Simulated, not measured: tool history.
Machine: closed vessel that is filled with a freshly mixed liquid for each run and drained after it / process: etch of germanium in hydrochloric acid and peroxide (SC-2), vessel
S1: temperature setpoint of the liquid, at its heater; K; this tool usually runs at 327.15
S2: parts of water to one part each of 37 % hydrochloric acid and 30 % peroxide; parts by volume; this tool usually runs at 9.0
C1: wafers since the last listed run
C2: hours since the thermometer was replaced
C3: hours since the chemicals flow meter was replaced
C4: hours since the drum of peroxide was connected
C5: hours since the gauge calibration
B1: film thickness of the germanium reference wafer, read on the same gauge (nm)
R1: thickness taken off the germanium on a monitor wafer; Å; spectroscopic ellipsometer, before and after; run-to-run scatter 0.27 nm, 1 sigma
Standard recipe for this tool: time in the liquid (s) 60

run 1 hour=0.0 | S1=327.15 S2=9.0 time_in_the_liquid_(s)=60 | C1=0 C2=2592.0 C3=1777.3 C4=496.4 C5=72.4 | B1=89.99 | R1=1369.8
run 2 hour=7.8 | S1=327.15 S2=12.5 time_in_the_liquid_(s)=60 | C1=606 C2=2599.8 C3=1785.1 C4=504.2 C5=80.2 | B1=90.05 | R1=1320.3
run 3 hour=19.2 | S1=327.15 S2=12.5 time_in_the_liquid_(s)=60 | C1=887 C2=2611.2 C3=1796.5 C4=515.6 C5=91.6 | B1=89.99 | R1=1318.3
run 4 hour=28.3 | S1=327.15 S2=6.5 time_in_the_liquid_(s)=60 | C1=708 C2=2620.3 C3=1805.6 C4=524.7 C5=100.7 | B1=90.03 | R1=1404.1
run 5 hour=34.3 | S1=327.15 S2=6.0 time_in_the_liquid_(s)=60 | C1=466 C2=2626.3 C3=1811.6 C4=530.7 C5=106.7 | B1=90.00 | R1=1401.0
run 6 hour=48.9 | S1=327.15 S2=6.0 time_in_the_liquid_(s)=60 | C1=1136 C2=2640.9 C3=1826.2 C4=545.3 C5=121.3 | B1=89.98 | R1=1406.6
run 7 hour=65.3 | S1=327.15 S2=9.0 time_in_the_liquid_(s)=60 | C1=1276 C2=2657.3 C3=1842.6 C4=561.7 C5=137.7 | B1=90.01 | R1=1368.2
run 8 hour=82.4 | S1=327.15 S2=9.0 time_in_the_liquid_(s)=60 | C1=1330 C2=2674.4 C3=1859.7 C4=578.8 C5=154.8 | B1=90.01 | R1=1374.6
-- hour=113.5 thermometer replaced
run 9 hour=125.7 | S1=327.15 S2=9.0 time_in_the_liquid_(s)=60 | C1=3291 C2=12.2 C3=1903.0 C4=622.1 C5=198.1 | B1=89.99 | R1=1257.1
run 10 hour=136.4 | S1=327.15 S2=7.5 time_in_the_liquid_(s)=45 | C1=832 C2=22.9 C3=1913.7 C4=632.8 C5=208.8 | B1=89.98 | R1=954.4
run 11 hour=143.9 | S1=327.15 S2=7.5 time_in_the_liquid_(s)=45 | C1=583 C2=30.4 C3=1921.2 C4=640.3 C5=216.3 | B1=90.02 | R1=958.0
run 12 hour=161.5 | S1=327.15 S2=7.5 time_in_the_liquid_(s)=45 | C1=1369 C2=48.0 C3=1938.8 C4=657.9 C5=233.9 | B1=89.99 | R1=959.2
-- hour=163.5 chemicals flow meter replaced
run 13 hour=171.9 | S1=330.15 S2=9.0 time_in_the_liquid_(s)=60 | C1=731 C2=58.4 C3=8.4 C4=668.3 C5=244.3 | B1=90.00 | R1=1377.3
run 14 hour=182.7 | S1=324.65 S2=9.0 time_in_the_liquid_(s)=60 | C1=840 C2=69.2 C3=19.2 C4=679.1 C5=255.1 | B1=90.00 | R1=1162.2
-- hour=186.0 new drum of peroxide connected
run 15 hour=196.3 | S1=327.15 S2=9.0 time_in_the_liquid_(s)=85 | C1=980 C2=82.8 C3=32.8 C4=10.3 C5=268.7 | B1=89.99 | R1=1780.0
-- hour=196.7 gauge calibrated
run 16 hour=250.2 | S1=327.15 S2=6.0 time_in_the_liquid_(s)=60 | C1=4194 C2=136.7 C3=86.7 C4=64.2 C5=53.5 | B1=90.02 | R1=1294.2
run 17 hour=259.0 | S1=327.15 S2=9.0 time_in_the_liquid_(s)=60 | C1=684 C2=145.5 C3=95.5 C4=73.0 C5=62.3 | B1=90.01 | R1=1256.5
run 18 hour=266.1 | S1=319.65 S2=12.0 time_in_the_liquid_(s)=60 | C1=552 C2=152.6 C3=102.6 C4=80.1 C5=69.4 | B1=90.02 | R1=968.7
run 19 hour=273.1 | S1=322.65 S2=11.5 time_in_the_liquid_(s)=90 | C1=544 C2=159.6 C3=109.6 C4=87.1 C5=76.4 | B1=90.02 | R1=1612.4
run 20 hour=290.8 | S1=327.15 S2=9.0 time_in_the_liquid_(s)=70 | C1=1377 C2=177.3 C3=127.3 C4=104.8 C5=94.1 | B1=90.00 | R1=1476.7
run 21 hour=298.3 | S1=319.65 S2=7.5 time_in_the_liquid_(s)=30 | C1=583 C2=184.8 C3=134.8 C4=112.3 C5=101.6 | B1=90.00 | R1=506.7
run 22 hour=314.1 | S1=327.15 S2=9.0 time_in_the_liquid_(s)=60 | C1=1229 C2=200.6 C3=150.6 C4=128.1 C5=117.4 | B1=90.00 | R1=1260.4
run 23 hour=326.1 | S1=320.15 S2=9.0 time_in_the_liquid_(s)=60 | C1=933 C2=212.6 C3=162.6 C4=140.1 C5=129.4 | B1=89.98 | R1=1013.9
run 24 hour=336.6 | S1=327.15 S2=10.0 time_in_the_liquid_(s)=60 | C1=817 C2=223.1 C3=173.1 C4=150.6 C5=139.9 | B1=90.02 | R1=1253.4
run 25 hour=353.3 | S1=336.65 S2=4.5 time_in_the_liquid_(s)=60 | C1=1299 C2=239.8 C3=189.8 C4=167.3 C5=156.6 | B1=89.98 | R1=1751.6

The same runs without the tool's hidden state, with the same run-to-run variation:
Hidden conditions of the tool in this case: liquid hotter than its thermometer reads (K); chemicals flow above the setpoint (%); peroxide weaker than its label (%); gauge reads high (%).
run=1 R1=1256.3
run=2 R1=1212.3
run=3 R1=1210.0
run=4 R1=1285.2
run=5 R1=1282.0
run=6 R1=1286.4
run=7 R1=1252.2
run=8 R1=1257.7
run=9 R1=1252.8
run=10 R1=950.6
run=11 R1=954.2
run=12 R1=954.8
run=13 R1=1370.7
run=14 R1=1156.0
run=15 R1=1769.6
run=16 R1=1284.6
run=17 R1=1246.8
run=18 R1=960.7
run=19 R1=1599.3
run=20 R1=1464.0
run=21 R1=501.9
run=22 R1=1248.8
run=23 R1=1003.5
run=24 R1=1240.8
run=25 R1=1734.1
